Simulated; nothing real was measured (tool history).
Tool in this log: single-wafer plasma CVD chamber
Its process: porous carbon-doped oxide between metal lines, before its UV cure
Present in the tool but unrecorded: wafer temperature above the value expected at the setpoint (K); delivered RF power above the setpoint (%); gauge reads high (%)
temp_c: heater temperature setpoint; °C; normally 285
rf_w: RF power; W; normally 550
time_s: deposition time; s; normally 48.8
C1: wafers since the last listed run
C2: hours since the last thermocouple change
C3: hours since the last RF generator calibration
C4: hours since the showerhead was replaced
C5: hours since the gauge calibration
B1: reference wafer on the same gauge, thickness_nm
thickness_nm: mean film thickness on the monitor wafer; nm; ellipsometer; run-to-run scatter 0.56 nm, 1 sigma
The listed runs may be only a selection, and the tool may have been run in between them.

run 1 hour=0.0 | temp_c=285 rf_w=550 time_s=48.8 | C1=0 C2=2371.5 C3=671.7 C4=4541.3 C5=107.5 | B1=264.932 | thickness_nm=263.893
run 2 hour=23.3 | temp_c=285 rf_w=550 time_s=48.8 | C1=380 C2=2394.8 C3=695.0 C4=4564.6 C5=130.8 | B1=265.069 | thickness_nm=264.010
run 3 hour=50.4 | temp_c=285 rf_w=550 time_s=42.3 | C1=442 C2=2421.9 C3=722.1 C4=4591.7 C5=157.9 | B1=265.035 | thickness_nm=229.406
run 4 hour=70.6 | temp_c=285 rf_w=550 time_s=42.3 | C1=329 C2=2442.1 C3=742.3 C4=4611.9 C5=178.1 | B1=264.878 | thickness_nm=229.905
run 5 hour=86.2 | temp_c=285 rf_w=550 time_s=42.3 | C1=254 C2=2457.7 C3=757.9 C4=4627.5 C5=193.7 | B1=264.809 | thickness_nm=229.565
run 6 hour=102.7 | temp_c=285 rf_w=550 time_s=41.4 | C1=269 C2=2474.2 C3=774.4 C4=4644.0 C5=210.2 | B1=265.161 | thickness_nm=224.887
run 7 hour=134.4 | temp_c=285 rf_w=550 time_s=41.4 | C1=517 C2=2505.9 C3=806.1 C4=4675.7 C5=241.9 | B1=264.894 | thickness_nm=225.308
run 8 hour=148.2 | temp_c=285 rf_w=550 time_s=48.8 | C1=225 C2=2519.7 C3=819.9 C4=4689.5 C5=255.7 | B1=264.962 | thickness_nm=264.567
-- hour=160.3 showerhead replaced
run 9 hour=166.9 | temp_c=285 rf_w=550 time_s=48.8 | C1=174 C2=2538.4 C3=838.6 C4=6.6 C5=274.4 | B1=265.039 | thickness_nm=263.880
run 10 hour=196.4 | temp_c=285 rf_w=550 time_s=48.8 | C1=481 C2=2567.9 C3=868.1 C4=36.1 C5=303.9 | B1=265.225 | thickness_nm=264.129
-- hour=212.6 thermocouple changed; heater temperature recalibrated
run 11 hour=219.0 | temp_c=289 rf_w=445 time_s=46.1 | C1=238 C2=6.4 C3=890.7 C4=58.7 C5=326.5 | B1=264.970 | thickness_nm=214.608
run 12 hour=245.1 | temp_c=278 rf_w=550 time_s=52.3 | C1=425 C2=32.5 C3=916.8 C4=84.8 C5=352.6 | B1=264.979 | thickness_nm=293.757
-- hour=262.5 RF generator calibrated
run 13 hour=266.2 | temp_c=285 rf_w=550 time_s=48.8 | C1=213 C2=53.6 C3=3.7 C4=105.9 C5=373.7 | B1=264.646 | thickness_nm=263.125
-- hour=271.2 gauge calibrated
run 14 hour=291.6 | temp_c=285 rf_w=590 time_s=46.0 | C1=414 C2=79.0 C3=29.1 C4=131.3 C5=20.4 | B1=265.037 | thickness_nm=260.129
run 15 hour=325.6 | temp_c=285 rf_w=550 time_s=48.8 | C1=554 C2=113.0 C3=63.1 C4=165.3 C5=54.4 | B1=265.174 | thickness_nm=263.982
run 16 hour=358.6 | temp_c=292 rf_w=485 time_s=45.5 | C1=538 C2=146.0 C3=96.1 C4=198.3 C5=87.4 | B1=264.913 | thickness_nm=219.717
run 17 hour=386.3 | temp_c=285 rf_w=550 time_s=48.8 | C1=451 C2=173.7 C3=123.8 C4=226.0 C5=115.1 | B1=264.867 | thickness_nm=264.395
run 18 hour=400.0 | temp_c=285 rf_w=550 time_s=51.6 | C1=223 C2=187.4 C3=137.5 C4=239.7 C5=128.8 | B1=265.081 | thickness_nm=278.558
run 19 hour=428.2 | temp_c=285 rf_w=550 time_s=52.9 | C1=460 C2=215.6 C3=165.7 C4=267.9 C5=157.0 | B1=264.866 | thickness_nm=285.913

Consider 3 possible next runs. They are alternatives, not a sequence: every one starts from the tool as it was left by run 19. What does each give?
run A hour=428.6 | temp_c=285 rf_w=550 time_s=48.8 | C1=6 C2=216.0 C3=166.1 C4=268.3 C5=157.4 | B1=? | thickness_nm=?
run B hour=428.6 | temp_c=281 rf_w=550 time_s=46.3 | C1=6 C2=216.0 C3=166.1 C4=268.3 C5=157.4 | B1=? | thickness_nm=?
run C hour=428.6 | temp_c=279 rf_w=590 time_s=43.6 | C1=6 C2=216.0 C3=166.1 C4=268.3 C5=157.4 | B1=? | thickness_nm=?

run=A B1=265.049 thickness_nm=264.290
run=B B1=265.049 thickness_nm=256.619
run=C B1=265.049 thickness_nm=255.272
With the hidden condition removed and each run's random variation left untouched, the same runs would have given:
run=A thickness_nm=264.290
run=B thickness_nm=256.619
run=C thickness_nm=255.272
